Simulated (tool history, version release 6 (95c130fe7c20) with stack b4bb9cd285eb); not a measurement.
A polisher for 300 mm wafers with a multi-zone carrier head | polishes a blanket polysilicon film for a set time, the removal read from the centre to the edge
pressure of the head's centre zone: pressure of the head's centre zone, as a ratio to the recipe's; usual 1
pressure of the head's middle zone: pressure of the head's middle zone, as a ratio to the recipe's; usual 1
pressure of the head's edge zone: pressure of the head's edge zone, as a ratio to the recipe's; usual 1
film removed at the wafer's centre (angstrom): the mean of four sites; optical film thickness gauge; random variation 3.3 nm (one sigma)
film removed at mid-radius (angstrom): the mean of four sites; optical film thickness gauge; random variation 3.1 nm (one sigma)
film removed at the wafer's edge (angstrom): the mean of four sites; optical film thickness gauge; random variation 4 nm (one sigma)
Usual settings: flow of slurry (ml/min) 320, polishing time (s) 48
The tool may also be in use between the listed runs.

run,hour,flow of slurry (ml/min),pressure of the head's centre zone,pressure of the head's middle zone,pressure of the head's edge zone,polishing time (s),"incoming thickness of the incoming film, nm",film removed at the wafer's centre (angstrom),film removed at mid-radius (angstrom),film removed at the wafer's edge (angstrom)
1,0,240,1,1,1,48,1952.7,2933,2788,2879
2,34.6,240,1,1,1,48,1972.5,2844,2806,2817
3,88.7,240,1,1,1,48,1947.2,2870,2765,2859
# hour 132.5: worn pad replaced by a new one
4,133,320,1,1,1,48,1987.9,3009,2830,2835
5,164.8,320,1,1,1,48,1978.7,2955,2866,2923
6,208,320,1,1,1,48,1962.2,2976,2809,2938
7,277.7,270,1,1,1,48,1960.5,2839,2902,2903
# hour 285: edge zone pressure recalibrated
# hour 307.3: worn pad replaced by a new one
8,307.8,270,1,1,1,48,1961.8,2924,2866,2840
# hour 322.9: slurry nozzle cleaned
9,356.2,270,1,1,1,48,1928.8,2901,2756,2835
# hour 391.9: centre zone pressure recalibrated
10,394.7,320,1,1,1,48,1969.6,3132,2876,2877
11,433.9,320,1,1,1,48,1958.4,3048,2866,2910
# hour 471.4: carrier head's membrane replaced by a new one
12,481.8,395,1,0.97,1,48,1952.7,3218,2817,2961
# hour 496.4: centre zone pressure recalibrated, repeated, since the last time left the tool worse
# hour 497.5: worn pad replaced by a new one
13,510,415,1,1,1.04,41,1992.9,2465,2515,2516
14,634.3,410,1.04,0.9,1,58,1968.4,3662,3203,3679
15,661.9,320,1.05,0.97,0.96,38,1943.5,2396,2204,2329
# hour 687.6: worn pad replaced by a new one
16,720.1,320,1,1,1,62,1939,3747,3672,3686
# hour 763.2: slurry nozzle cleaned
17,779.6,320,0.92,1.05,1.08,48,1950,2761,2989,3082
18,829.7,320,1,1,1.11,41,1974.4,2472,2445,2572
# hour 833.7: worn pad replaced by a new one
19,855.3,320,1.03,1.09,1.04,58,1984.6,3703,3713,3511

Some steps in film removed at the wafer's centre (angstrom) between neighbouring runs. How much of each would the tool show without its hidden state too (settings, what came in, random variation), and how much is left for the hidden state, with any gauge scatter that isn't in both results?
The hidden state here: removal rate lost through wear of the pad, %; slurry flow missing at the pad, %; deviation of the centre zone's pressure from its setpoint, %; deviation of the edge zone's pressure from its setpoint, %.
Run 12 -> 13: flow of slurry (ml/min) 395 -> 415, pressure of the head's middle zone 0.97 -> 1, pressure of the head's edge zone 1 -> 1.04, polishing time (s) 48 -> 41, centre zone pressure recalibrated, repeated, since the last time left the tool worse, worn pad replaced by a new one. film removed at the wafer's centre (angstrom) -753: hidden state -337, all else -416.
Run 15 -> 16: pressure of the head's centre zone 1.05 -> 1, pressure of the head's middle zone 0.97 -> 1, pressure of the head's edge zone 0.96 -> 1, polishing time (s) 38 -> 62, worn pad replaced by a new one. film removed at the wafer's centre (angstrom) +1351: hidden state +53, all else +1298.
